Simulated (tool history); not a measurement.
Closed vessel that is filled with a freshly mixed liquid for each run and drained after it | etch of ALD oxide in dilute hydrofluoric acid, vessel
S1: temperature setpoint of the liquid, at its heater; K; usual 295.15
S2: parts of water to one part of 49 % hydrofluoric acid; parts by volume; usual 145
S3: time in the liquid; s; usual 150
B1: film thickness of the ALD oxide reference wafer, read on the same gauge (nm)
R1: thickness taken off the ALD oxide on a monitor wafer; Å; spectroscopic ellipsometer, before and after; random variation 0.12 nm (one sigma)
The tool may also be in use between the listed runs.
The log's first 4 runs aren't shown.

run 5 hour=479.9 | S1=295.15 S2=170 S3=180 | B1=130.01 | R1=151.8
run 6 hour=570.3 | S1=295.15 S2=145 S3=150 | B1=130.01 | R1=155.7
run 7 hour=804.4 | S1=295.15 S2=145 S3=150 | B1=130.03 | R1=153.1
run 8 hour=891.3 | S1=295.15 S2=145 S3=150 | B1=130.02 | R1=153.5
run 9 hour=961.7 | S1=295.15 S2=145 S3=150 | B1=130.02 | R1=155.9
run 10 hour=1003.6 | S1=295.15 S2=145 S3=150 | B1=130.01 | R1=154.6
run 11 hour=1097.7 | S1=295.15 S2=145 S3=150 | B1=130.00 | R1=154.3
-- hour=1122.7 thermometer replaced
run 12 hour=1145.4 | S1=295.15 S2=145 S3=195 | B1=129.97 | R1=202.4
run 13 hour=1235.6 | S1=295.15 S2=145 S3=195 | B1=129.99 | R1=201.2
run 14 hour=1279.0 | S1=295.15 S2=145 S3=150 | B1=130.00 | R1=156.0
run 15 hour=1320.5 | S1=295.15 S2=145 S3=150 | B1=130.01 | R1=154.0
run 16 hour=1404.1 | S1=295.15 S2=145 S3=150 | B1=129.98 | R1=155.9
run 17 hour=1458.4 | S1=295.15 S2=145 S3=150 | B1=129.98 | R1=154.2
run 18 hour=1552.7 | S1=292.15 S2=85 S3=175 | B1=130.01 | R1=290.7
run 19 hour=1602.3 | S1=295.15 S2=170 S3=180 | B1=130.03 | R1=154.4
-- hour=1680.1 gauge calibrated
run 20 hour=1684.8 | S1=293.15 S2=85 S3=150 | B1=130.01 | R1=255.7
run 21 hour=1761.4 | S1=290.15 S2=145 S3=150 | B1=130.00 | R1=126.0
run 22 hour=1846.5 | S1=295.15 S2=145 S3=150 | B1=129.99 | R1=153.6
-- hour=1899.6 hydrofluoric acid flow meter replaced
run 23 hour=1912.7 | S1=293.65 S2=145 S3=150 | B1=130.00 | R1=145.3
run 24 hour=1993.2 | S1=295.15 S2=145 S3=150 | B1=129.99 | R1=154.9
run 25 hour=2036.1 | S1=298.65 S2=145 S3=190 | B1=130.02 | R1=225.6
-- hour=2068.5 thermometer replaced
run 26 hour=2119.8 | S1=295.15 S2=170 S3=180 | B1=130.01 | R1=152.9
run 27 hour=2195.7 | S1=299.15 S2=125 S3=65 | B1=130.01 | R1=92.4
run 28 hour=2274.7 | S1=293.15 S2=95 S3=180 | B1=129.99 | R1=275.8

The next listed run, before its measurement:
run 29 hour=2338.8 | S1=295.15 S2=145 S3=120 | B1=? | R1=?

Run 29 gave B1 129.98, R1 123.0 Å.
Without the tool's hidden state the same run would have given R1 123.0 Å.
